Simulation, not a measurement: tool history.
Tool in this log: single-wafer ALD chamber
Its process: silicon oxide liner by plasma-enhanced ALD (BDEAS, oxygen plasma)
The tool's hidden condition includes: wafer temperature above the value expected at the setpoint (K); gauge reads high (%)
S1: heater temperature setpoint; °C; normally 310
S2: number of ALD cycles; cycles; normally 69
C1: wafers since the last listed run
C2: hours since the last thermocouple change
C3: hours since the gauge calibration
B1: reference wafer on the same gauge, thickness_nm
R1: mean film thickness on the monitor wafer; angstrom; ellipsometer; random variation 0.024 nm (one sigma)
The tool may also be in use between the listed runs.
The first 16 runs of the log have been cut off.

Run 17, hour 336.9: usual settings; C1 101; C2 2206.1; C3 1073.0; B1 4.936. Result: R1 57.63 angstrom.
At hour 340.9: gauge calibrated.
Run 18, hour 353.2: usual settings; C1 51; C2 2222.4; C3 12.3; B1 4.937. Result: R1 57.71 angstrom.
Run 19, hour 379.9: usual settings but S2 80 cycles; C1 84; C2 2249.1; C3 39.0; B1 4.940. Result: R1 66.83 angstrom.
Run 20, hour 413.1: usual settings but S2 81 cycles; C1 104; C2 2282.3; C3 72.2; B1 4.945. Result: R1 68.21 angstrom.
Run 21, hour 434.3: usual settings; C1 66; C2 2303.5; C3 93.4; B1 4.939. Result: R1 57.65 angstrom.
Run 22, hour 458.8: usual settings but S2 55 cycles; C1 77; C2 2328.0; C3 117.9; B1 4.942. Result: R1 46.07 angstrom.
Run 23, hour 494.8: usual settings but S1 305 °C, S2 63 cycles; C1 113; C2 2364.0; C3 153.9; B1 4.946. Result: R1 52.81 angstrom.
Run 24, hour 511.7: usual settings but S1 304 °C; C1 53; C2 2380.9; C3 170.8; B1 4.943. Result: R1 58.14 angstrom.
At hour 535.4: thermocouple changed; heater temperature recalibrated.
Run 25, hour 618.4: usual settings but S1 320 °C, S2 79 cycles; C1 311; C2 83.0; C3 277.5; B1 4.939. Result: R1 64.88 angstrom.
Run 26, hour 652.5: usual settings but S1 314 °C, S2 60 cycles; C1 107; C2 117.1; C3 311.6; B1 4.933. Result: R1 49.54 angstrom.
Run 27, hour 685.4: usual settings but S1 306 °C, S2 57 cycles; C1 103; C2 150.0; C3 344.5; B1 4.936. Result: R1 48.12 angstrom.
Run 28, hour 720.0: usual settings but S1 324 °C; C1 109; C2 184.6; C3 379.1; B1 4.943. Result: R1 56.37 angstrom.
Run 29, hour 735.8: usual settings but S1 320 °C, S2 81 cycles; C1 49; C2 200.4; C3 394.9; B1 4.941. Result: R1 67.18 angstrom.
Run 30, hour 760.0: usual settings but S1 298 °C, S2 74 cycles; C1 76; C2 224.6; C3 419.1; B1 4.942. Result: R1 63.37 angstrom.
Run 31, hour 773.7: usual settings but S2 57 cycles; C1 43; C2 238.3; C3 432.8; B1 4.946. Result: R1 47.73 angstrom.
Run 32, hour 799.0: usual settings; C1 79; C2 263.6; C3 458.1; B1 4.936. Result: R1 57.78 angstrom.
Run 33, hour 813.1: usual settings but S1 323 °C, S2 61 cycles; C1 44; C2 277.7; C3 472.2; B1 4.939. Result: R1 50.03 angstrom.
Run 34, hour 866.2: usual settings but S1 323 °C; C1 167; C2 330.8; C3 525.3; B1 4.940. Result: R1 56.33 angstrom.
Run 35, hour 901.2: usual settings but S2 57 cycles; C1 110; C2 365.8; C3 560.3; B1 4.948. Result: R1 47.67 angstrom.
Run 36, hour 935.2: usual settings but S1 315 °C, S2 60 cycles; C1 107; C2 399.8; C3 594.3; B1 4.941. Result: R1 49.67 angstrom.
Run 37, hour 967.9: usual settings but S1 301 °C, S2 77 cycles; C1 103; C2 432.5; C3 627.0; B1 4.936. Result: R1 65.26 angstrom.
Run 38, hour 998.0: usual settings; C1 95; C2 462.6; C3 657.1; B1 4.942. Result: R1 57.88 angstrom.

What if the next run were any one of these 5? Each begins from the tool's condition after run 38:
Run A, hour 998.5: usual settings; C1 1; C2 463.1; C3 657.6; B1 ?. Result: R1 ?.
Run B, hour 998.5: usual settings but S1 322 °C; C1 1; C2 463.1; C3 657.6; B1 ?. Result: R1 ?.
Run C, hour 998.5: usual settings but S1 319 °C, S2 55 cycles; C1 1; C2 463.1; C3 657.6; B1 ?. Result: R1 ?.
Run D, hour 998.5: usual settings but S1 320 °C, S2 80 cycles; C1 1; C2 463.1; C3 657.6; B1 ?. Result: R1 ?.
Run E, hour 998.5: usual settings but S2 60 cycles; C1 1; C2 463.1; C3 657.6; B1 ?. Result: R1 ?.

run     B1     R1
  A  4.946  58.03
  B  4.946  56.90
  C  4.946  45.58
  D  4.946  66.19
  E  4.946  50.46
With no hidden state in the tool, these same runs would have given:
run     R1
  A  58.03
  B  56.90
  C  45.58
  D  66.19
  E  50.46
